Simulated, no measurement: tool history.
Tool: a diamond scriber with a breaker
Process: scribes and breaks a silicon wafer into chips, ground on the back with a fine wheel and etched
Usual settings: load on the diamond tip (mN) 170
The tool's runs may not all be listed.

run   hour  load on the diamond tip (mN)  wafers since the last listed run  hours since the diamond tip was replaced  hours since the load on the tip was calibrated  incoming depth of the damage left on the back of the incoming wafer, um  depth of the median crack under the scribed line (nm)  chips rejected at inspection after the break (%)
  1      0                           186                                 0                                        32                                          1618.4                                                                     0.63                                                  10870                                              1.61
  2   13.4                           186                                18                                      45.4                                          1631.8                                                                     0.43                                                  11010                                              1.71
  3   45.2                           130                                43                                      77.2                                          1663.6                                                                     0.52                                                   8530                                              7.57
  4   60.6                           130                                21                                      92.6                                            1679                                                                     0.71                                                   8630                                               7.6
  5   95.5                           170                                48                                     127.5                                          1713.9                                                                     0.44                                                   9860                                              2.31
  6  130.4                           133                                48                                     162.4                                          1748.8                                                                     0.43                                                   8380                                              8.32
  7  151.4                           133                                28                                     183.4                                          1769.8                                                                     0.55                                                   8360                                              9.71
     172.8  -- diamond tip replaced by a new one
  8  185.5                           133                                44                                      12.7                                          1803.9                                                                     0.36                                                   7200                                             18.11
     188.6  -- load on the tip recalibrated
  9  202.7                           170                                20                                      29.9                                            14.1                                                                     0.41                                                   8690                                              7.33
 10  228.5                           170                                35                                      55.7                                            39.9                                                                     0.49                                                   8580                                              7.12
 11  245.7                           170                                23                                      72.9                                            57.1                                                                     0.45                                                   8400                                              9.11
     250.6  -- diamond tip replaced by a new one, repeated, since the last time left the tool worse
 12  260.5                           170                                17                                       9.9                                            71.9                                                                     0.68                                                  10710                                              1.66
 13  295.8                           143                                48                                      45.2                                           107.2                                                                      0.7                                                   9310                                              3.62
 14  320.9                           141                                34                                      70.3                                           132.3                                                                     0.75                                                   9040                                              4.42
 15  341.4                           213                                28                                      90.8                                           152.8                                                                     0.63                                                  12060                                              2.75
 16  356.6                           170                                20                                       106                                             168                                                                     0.34                                                  10250                                              1.88
 17  369.4                           129                                17                                     118.8                                           180.8                                                                     0.56                                                   8600                                              7.62

The next listed run, before its measurement:
 18  394.2                           200                                34                                     143.6                                           205.6                                                                     0.73                                                      ?                                                 ?

{"run 18": {"depth of the median crack under the scribed line (nm)": 11210, "chips rejected at inspection after the break (%)": 2.03}}
Without the tool's hidden state the same run would have given depth of the median crack under the scribed line (nm) 11950, chips rejected at inspection after the break (%) 3.27.

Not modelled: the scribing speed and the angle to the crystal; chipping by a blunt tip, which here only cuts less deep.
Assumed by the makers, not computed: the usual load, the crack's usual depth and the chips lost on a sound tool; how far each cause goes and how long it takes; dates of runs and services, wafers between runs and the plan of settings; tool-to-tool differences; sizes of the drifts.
